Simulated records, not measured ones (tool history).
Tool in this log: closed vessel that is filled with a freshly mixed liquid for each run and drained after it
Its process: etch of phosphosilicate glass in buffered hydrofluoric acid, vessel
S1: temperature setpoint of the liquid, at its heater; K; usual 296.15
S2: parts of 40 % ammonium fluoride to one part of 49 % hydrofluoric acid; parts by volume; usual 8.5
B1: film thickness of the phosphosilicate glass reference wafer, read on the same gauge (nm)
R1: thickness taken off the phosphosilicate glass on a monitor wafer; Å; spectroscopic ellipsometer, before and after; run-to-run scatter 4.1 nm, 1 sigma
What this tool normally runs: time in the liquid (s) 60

run 1 hour=0.0 | S1=296.15 S2=8.5 time_in_the_liquid_(s)=85 | B1=69.96 | R1=8069.2
run 2 hour=51.6 | S1=296.15 S2=8.5 time_in_the_liquid_(s)=85 | B1=70.00 | R1=8062.8
run 3 hour=120.6 | S1=296.15 S2=8.5 time_in_the_liquid_(s)=60 | B1=70.06 | R1=5625.1
run 4 hour=159.5 | S1=296.15 S2=8.5 time_in_the_liquid_(s)=75 | B1=70.03 | R1=7049.9
-- hour=189.0 hydrofluoric acid flow meter replaced
run 5 hour=222.6 | S1=296.15 S2=8.5 time_in_the_liquid_(s)=75 | B1=70.02 | R1=6960.6
run 6 hour=291.3 | S1=296.15 S2=8.5 time_in_the_liquid_(s)=60 | B1=69.97 | R1=5630.6
run 7 hour=338.3 | S1=296.15 S2=8.5 time_in_the_liquid_(s)=60 | B1=69.98 | R1=5699.9
run 8 hour=397.6 | S1=296.15 S2=8.5 time_in_the_liquid_(s)=60 | B1=70.00 | R1=5700.6
run 9 hour=421.9 | S1=296.15 S2=8.5 time_in_the_liquid_(s)=60 | B1=70.03 | R1=5725.9
run 10 hour=461.2 | S1=292.15 S2=8.5 time_in_the_liquid_(s)=40 | B1=69.98 | R1=3002.2
-- hour=515.4 gauge calibrated
run 11 hour=521.1 | S1=300.65 S2=6.0 time_in_the_liquid_(s)=95 | B1=70.01 | R1=16035.2
run 12 hour=564.0 | S1=298.65 S2=10.5 time_in_the_liquid_(s)=30 | B1=70.02 | R1=2684.9
run 13 hour=597.8 | S1=296.15 S2=12.0 time_in_the_liquid_(s)=60 | B1=69.94 | R1=4186.7
run 14 hour=661.5 | S1=296.15 S2=11.5 time_in_the_liquid_(s)=40 | B1=69.94 | R1=2907.4
run 15 hour=716.9 | S1=299.65 S2=8.5 time_in_the_liquid_(s)=35 | B1=70.00 | R1=3965.6
run 16 hour=746.1 | S1=296.15 S2=8.5 time_in_the_liquid_(s)=60 | B1=69.98 | R1=5638.7
run 17 hour=788.7 | S1=291.65 S2=6.0 time_in_the_liquid_(s)=35 | B1=69.98 | R1=3686.7
run 18 hour=839.6 | S1=296.15 S2=7.5 time_in_the_liquid_(s)=60 | B1=70.00 | R1=6471.6
run 19 hour=879.8 | S1=296.15 S2=8.5 time_in_the_liquid_(s)=50 | B1=69.99 | R1=4731.4
-- hour=927.7 thermometer replaced
run 20 hour=938.5 | S1=299.15 S2=8.5 time_in_the_liquid_(s)=70 | B1=69.97 | R1=7709.0
run 21 hour=995.4 | S1=296.15 S2=8.5 time_in_the_liquid_(s)=75 | B1=70.00 | R1=7053.7
run 22 hour=1058.7 | S1=292.15 S2=11.5 time_in_the_liquid_(s)=30 | B1=69.96 | R1=1740.8
run 23 hour=1119.0 | S1=296.15 S2=8.5 time_in_the_liquid_(s)=45 | B1=69.96 | R1=4188.9
run 24 hour=1162.4 | S1=296.15 S2=6.5 time_in_the_liquid_(s)=60 | B1=70.02 | R1=7358.6
run 25 hour=1228.6 | S1=300.15 S2=8.5 time_in_the_liquid_(s)=60 | B1=69.97 | R1=7057.7
run 26 hour=1271.4 | S1=297.65 S2=8.5 time_in_the_liquid_(s)=80 | B1=70.00 | R1=8154.5
run 27 hour=1296.3 | S1=300.65 S2=10.5 time_in_the_liquid_(s)=75 | B1=70.02 | R1=7491.7
run 28 hour=1349.1 | S1=300.15 S2=6.5 time_in_the_liquid_(s)=45 | B1=69.99 | R1=6921.1
run 29 hour=1410.7 | S1=296.15 S2=8.5 time_in_the_liquid_(s)=60 | B1=70.01 | R1=5631.5
run 30 hour=1477.0 | S1=291.65 S2=7.0 time_in_the_liquid_(s)=30 | B1=70.02 | R1=2699.3
run 31 hour=1504.1 | S1=294.65 S2=6.0 time_in_the_liquid_(s)=70 | B1=70.03 | R1=8658.6
run 32 hour=1572.8 | S1=296.15 S2=8.5 time_in_the_liquid_(s)=60 | B1=69.98 | R1=5559.4
run 33 hour=1612.6 | S1=298.15 S2=8.5 time_in_the_liquid_(s)=90 | B1=70.02 | R1=9437.5

Here are 3 independent what-if runs from the current tool condition. What would each one return?
run A hour=1613.3 | S1=296.15 S2=5.5 time_in_the_liquid_(s)=60 | B1=? | R1=?
run B hour=1613.3 | S1=301.15 S2=10.5 time_in_the_liquid_(s)=90 | B1=? | R1=?
run C hour=1613.3 | S1=296.15 S2=8.5 time_in_the_liquid_(s)=30 | B1=? | R1=?

run=A B1=69.98 R1=8561.0
run=B B1=69.98 R1=9295.8
run=C B1=69.98 R1=2820.1
Stripped of hidden state, with their random variation kept, the same runs would have yielded:
run=A R1=8561.0
run=B R1=9295.8
run=C R1=2820.1
